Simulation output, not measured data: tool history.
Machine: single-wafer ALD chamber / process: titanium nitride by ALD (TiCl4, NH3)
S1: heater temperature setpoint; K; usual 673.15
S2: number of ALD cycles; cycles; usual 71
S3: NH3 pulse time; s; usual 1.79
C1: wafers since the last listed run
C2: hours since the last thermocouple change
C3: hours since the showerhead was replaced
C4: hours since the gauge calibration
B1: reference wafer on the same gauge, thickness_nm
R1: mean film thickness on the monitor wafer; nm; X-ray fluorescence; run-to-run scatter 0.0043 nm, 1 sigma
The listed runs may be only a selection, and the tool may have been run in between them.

| run | hour | S1 | S2 | S3 | C1 | C2 | C3 | C4 | B1 | R1 |
|---|---|---|---|---|---|---|---|---|---|---|
| 1 | 0 | 676.15 | 82 | 1.79 | 0 | 1555.4 | 6596.5 | 181.5 | 1.708 | 1.957 |
| 2 | 7.5 | 673.15 | 71 | 1.79 | 28 | 1562.9 | 6604 | 189 | 1.708 | 1.694 |
| 3 | 17.9 | 673.15 | 71 | 1.79 | 39 | 1573.3 | 6614.4 | 199.4 | 1.706 | 1.69 |
| 4 | 31.1 | 673.15 | 71 | 1.79 | 49 | 1586.5 | 6627.6 | 212.6 | 1.705 | 1.688 |
| 5 | 37.2 | 685.15 | 71 | 1.63 | 22 | 1592.6 | 6633.7 | 218.7 | 1.706 | 1.689 |
| 6 | 46.1 | 667.15 | 71 | 1.98 | 33 | 1601.5 | 6642.6 | 227.6 | 1.707 | 1.687 |
| 7 | 58.2 | 667.15 | 71 | 1.98 | 45 | 1613.6 | 6654.7 | 239.7 | 1.705 | 1.692 |
| 8 | 65.2 | 673.15 | 71 | 1.79 | 26 | 1620.6 | 6661.7 | 246.7 | 1.705 | 1.689 |
| 9 | 82.6 | 673.15 | 71 | 1.79 | 65 | 1638 | 6679.1 | 264.1 | 1.707 | 1.692 |
| 10 | 95.3 | 673.15 | 71 | 1.79 | 47 | 1650.7 | 6691.8 | 276.8 | 1.706 | 1.692 |
| 11 | 101.9 | 673.15 | 71 | 1.79 | 24 | 1657.3 | 6698.4 | 283.4 | 1.706 | 1.687 |
| 12 | 108.6 | 673.15 | 71 | 1.79 | 25 | 1664 | 6705.1 | 290.1 | 1.706 | 1.693 |
|  | 114.6 | gauge calibrated |
| 13 | 123.7 | 673.15 | 71 | 1.79 | 56 | 1679.1 | 6720.2 | 9.1 | 1.73 | 1.719 |
| 14 | 134.1 | 673.15 | 71 | 1.51 | 39 | 1689.5 | 6730.6 | 19.5 | 1.728 | 1.698 |
| 15 | 144.6 | 673.15 | 71 | 1.79 | 39 | 1700 | 6741.1 | 30 | 1.726 | 1.713 |
| 16 | 153.6 | 673.15 | 71 | 1.79 | 33 | 1709 | 6750.1 | 39 | 1.723 | 1.708 |
| 17 | 169.7 | 662.15 | 84 | 2.29 | 60 | 1725.1 | 6766.2 | 55.1 | 1.722 | 2.026 |
|  | 189.6 | showerhead replaced |
| 18 | 190.1 | 673.15 | 71 | 1.79 | 46 | 1745.5 | 0.5 | 75.5 | 1.719 | 1.696 |
| 19 | 201.4 | 687.15 | 71 | 1.37 | 42 | 1756.8 | 11.8 | 86.8 | 1.717 | 1.693 |
| 20 | 210.5 | 679.15 | 66 | 1.47 | 34 | 1765.9 | 20.9 | 95.9 | 1.718 | 1.574 |
|  | 229.7 | thermocouple changed; heater temperature recalibrated |
| 21 | 230.2 | 673.15 | 71 | 2.34 | 43 | 0.5 | 40.6 | 115.6 | 1.715 | 1.723 |
| 22 | 243 | 673.15 | 71 | 2.16 | 48 | 13.3 | 53.4 | 128.4 | 1.716 | 1.725 |
| 23 | 253.4 | 683.15 | 65 | 2.1 | 39 | 23.7 | 63.8 | 138.8 | 1.715 | 1.575 |
| 24 | 265.4 | 669.15 | 66 | 2.36 | 45 | 35.7 | 75.8 | 150.8 | 1.714 | 1.594 |
| 25 | 277.5 | 673.15 | 71 | 1.79 | 45 | 47.8 | 87.9 | 162.9 | 1.713 | 1.702 |
| 26 | 294.1 | 677.15 | 71 | 2.35 | 62 | 64.4 | 104.5 | 179.5 | 1.712 | 1.718 |
| 27 | 309.4 | 673.15 | 71 | 1.79 | 57 | 79.7 | 119.8 | 194.8 | 1.713 | 1.7 |
| 28 | 320 | 673.15 | 84 | 1.79 | 39 | 90.3 | 130.4 | 205.4 | 1.713 | 2.009 |
| 29 | 335.6 | 687.15 | 59 | 1.4 | 58 | 105.9 | 146 | 221 | 1.712 | 1.4 |
| 30 | 343.8 | 677.15 | 71 | 2.09 | 30 | 114.1 | 154.2 | 229.2 | 1.71 | 1.705 |

What differs in the tool's unlogged condition from the final listed run ahead of each entry between runs to the first listed run following it?
Logged between run 12 and run 13: gauge calibrated (hour 114.6)
  gauge reads high (%): -1.41 -> -0.0347
  measured less the result without the state, R1: -0.024 -> -0.001 nm
Logged between run 17 and run 18: showerhead replaced (hour 189.6)
  gauge reads high (%): -0.462 -> -0.598
  measured less the result without the state, R1: -0.01 -> -0.01 nm
Logged between run 20 and run 21: thermocouple changed; heater temperature recalibrated (hour 229.7)
  gauge reads high (%): -0.709 -> -0.797
  measured less the result without the state, R1: -0.011 -> -0.014 nm
